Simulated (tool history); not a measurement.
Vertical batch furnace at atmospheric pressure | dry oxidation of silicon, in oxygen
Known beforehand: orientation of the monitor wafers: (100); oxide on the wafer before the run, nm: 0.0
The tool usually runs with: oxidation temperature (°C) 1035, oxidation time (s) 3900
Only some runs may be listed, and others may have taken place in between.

run   hour  oxidation temperature (°C)  oxidation time (s)  read-back reference wafer on the same gauge, thickness  oxide thickness on the monitor wafer (Å)
  1      0                        1035                3900                                                   81.17                                     782.9
  2   49.2                        1050                2580                                                   81.25                                     685.2
  3     62                        1050                2580                                                   81.17                                     684.7
  4     84                        1035                3900                                                   81.14                                     781.3
  5  103.2                        1035                3900                                                   81.14                                     778.6
     111.5  -- gauge calibrated
  6  115.8                        1035                3900                                                   81.25                                     780.6
  7  125.3                        1027                3900                                                   81.14                                     725.5
     149.8  -- thermocouples replaced and temperature profile calibrated
  8  150.3                        1027                3900                                                   81.19                                       725
  9  157.2                        1027                3900                                                   81.25                                     723.5
 10  178.9                        1035                3900                                                   81.13                                     778.9
     213.2  -- boat lift adjusted
 11  213.7                        1035                3900                                                   81.21                                     807.3
 12  219.1                        1035                3900                                                   81.12                                     804.5
 13  277.7                        1035                3900                                                   81.22                                     802.9
 14  297.5                        1035                3900                                                    81.2                                     800.1
 15  313.1                        1035                3900                                                   81.18                                     802.1
 16  321.5                        1015                3210                                                   81.19                                     589.8
 17  336.7                        1052                3900                                                   81.16                                     922.3
 18    354                        1045                3900                                                   81.23                                     872.2
 19    376                        1042                2910                                                   81.18                                     702.8
 20  393.6                        1017                5820                                                   81.17                                     887.7
 21    406                        1018                3900                                                    81.2                                     682.3
 22  419.7                        1050                2250                                                   81.24                                     642.9
 23    440                        1035                3270                                                   81.25                                     709.5
 24  454.4                        1027                5310                                                    81.2                                     909.4
 25  473.9                        1012                5550                                                   81.29                                     811.6
 26  491.9                        1054                2940                                                   81.18                                       784
 27  499.6                        1010                2520                                                   81.19                                     481.3
 28  516.3                        1051                2610                                                   81.21                                     707.9
 29  534.2                        1035                3900                                                   81.18                                     797.3
 30  543.8                        1035                3900                                                   81.21                                     792.4
 31    556                        1019                3900                                                   81.16                                     685.7
 32  578.2                        1035                3900                                                   81.14                                     793.8
 33  586.7                        1035                3900                                                   81.15                                     793.3
 34  607.6                        1035                2280                                                   81.28                                     564.5
 35  615.8                        1035                3900                                                   81.17                                     795.5
 36  632.2                        1028                5010                                                   81.18                                     877.7
 37  642.3                        1044                3900                                                   81.19                                     857.3
 38  664.6                        1048                2100                                                   81.16                                     601.2

Exercise: give the hidden state of the tool at every run:
true tube temperature minus thermocouple reading, K: 0 on each run
gauge reads high (%): 0 on each run
H1: monitor wafer colder than the profiled boat position, K
run     H1
  1   4.26
  2   4.28
  3   4.29
  4    4.3
  5    4.3
  6   4.31
  7   4.31
  8   4.32
  9   4.32
 10   4.33
 11  0.393
 12  0.428
 13  0.786
 14  0.901
 15  0.988
 16   1.03
 17   1.12
 18   1.21
 19   1.32
 20   1.41
 21   1.47
 22   1.53
 23   1.63
 24   1.69
 25   1.78
 26   1.85
 27   1.89
 28   1.96
 29   2.03
 30   2.06
 31   2.11
 32    2.2
 33   2.23
 34    2.3
 35   2.33
 36   2.39
 37   2.42
 38   2.49
